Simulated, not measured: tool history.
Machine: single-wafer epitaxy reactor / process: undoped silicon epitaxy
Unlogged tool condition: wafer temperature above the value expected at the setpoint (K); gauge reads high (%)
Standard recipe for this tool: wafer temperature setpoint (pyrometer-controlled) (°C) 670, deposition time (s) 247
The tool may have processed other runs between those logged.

run	day	wafer temperature setpoint (pyrometer-controlled) (°C)	deposition time (s)	wafers since the last listed run	hours since the last pyrometer calibration	hours since the gauge calibration	read-back reference wafer on the same gauge, thickness_nm	mean film thickness on the monitor wafer (angstrom)
1	0.000	674	247	0	1365.2	669.6	57.453	657.06
2	0.500	674	247	60	1377.2	681.6	57.515	653.21
3	1.783	674	247	155	1408.0	712.4	57.475	656.97
4	2.588	679	247	97	1427.3	731.7	57.469	722.45
5	3.946	679	247	164	1459.9	764.3	57.477	726.50
6	5.329	670	247	167	1493.1	797.5	57.495	605.11
7	5.846	670	247	62	1505.5	809.9	57.474	602.68
8	6.804	664	272	116	1528.5	832.9	57.462	589.53
9	7.779	664	272	118	1551.9	856.3	57.458	589.24
10	8.825	664	272	126	1577.0	881.4	57.522	584.70
11	10.112	670	247	156	1607.9	912.3	57.429	600.00
12	11.100	670	247	119	1631.6	936.0	57.529	603.90
13	12.588	659	247	180	1667.3	971.7	57.477	480.40
14	15.096	659	247	304	1727.5	1031.9	57.498	481.35
# day 15.488: pyrometer calibrated
15	15.992	659	247	68	12.1	1053.4	57.552	496.34
16	17.367	670	247	166	45.1	1086.4	57.505	617.52
17	17.904	670	247	65	58.0	1099.3	57.496	619.64
18	18.717	670	247	98	77.5	1118.8	57.496	617.74
19	20.133	677	261	171	111.5	1152.8	57.518	749.24
20	21.054	670	247	111	133.6	1174.9	57.499	616.64
21	21.683	670	247	76	148.7	1190.0	57.595	618.37
22	23.096	656	263	171	182.6	1223.9	57.526	494.42
23	23.908	678	274	98	202.1	1243.4	57.533	800.67
24	24.604	678	274	84	218.8	1260.1	57.525	800.10
25	25.350	662	268	90	236.7	1278.0	57.449	565.98
26	25.988	664	203	77	252.0	1293.3	57.489	448.23
# day 26.467: gauge calibrated
27	27.417	658	247	173	286.3	22.8	57.465	480.90
28	28.021	680	214	73	300.8	37.3	57.455	652.63
29	29.304	662	218	155	331.6	68.1	57.456	462.28
30	30.371	658	268	129	357.2	93.7	57.558	520.71
31	31.221	670	247	103	377.6	114.1	57.422	614.07
32	31.908	656	212	83	394.1	130.6	57.551	396.20
33	32.575	683	281	80	410.1	146.6	57.506	904.00
34	33.404	656	261	100	430.0	166.5	57.508	486.49

Expected results for the next run?
35	34.304	659	231	109	451.6	188.1	?	?

read-back reference wafer on the same gauge, thickness_nm: 57.538
mean film thickness on the monitor wafer (angstrom): 456.94
Without the tool's hidden state the same run would have given mean film thickness on the monitor wafer (angstrom) 461.54.

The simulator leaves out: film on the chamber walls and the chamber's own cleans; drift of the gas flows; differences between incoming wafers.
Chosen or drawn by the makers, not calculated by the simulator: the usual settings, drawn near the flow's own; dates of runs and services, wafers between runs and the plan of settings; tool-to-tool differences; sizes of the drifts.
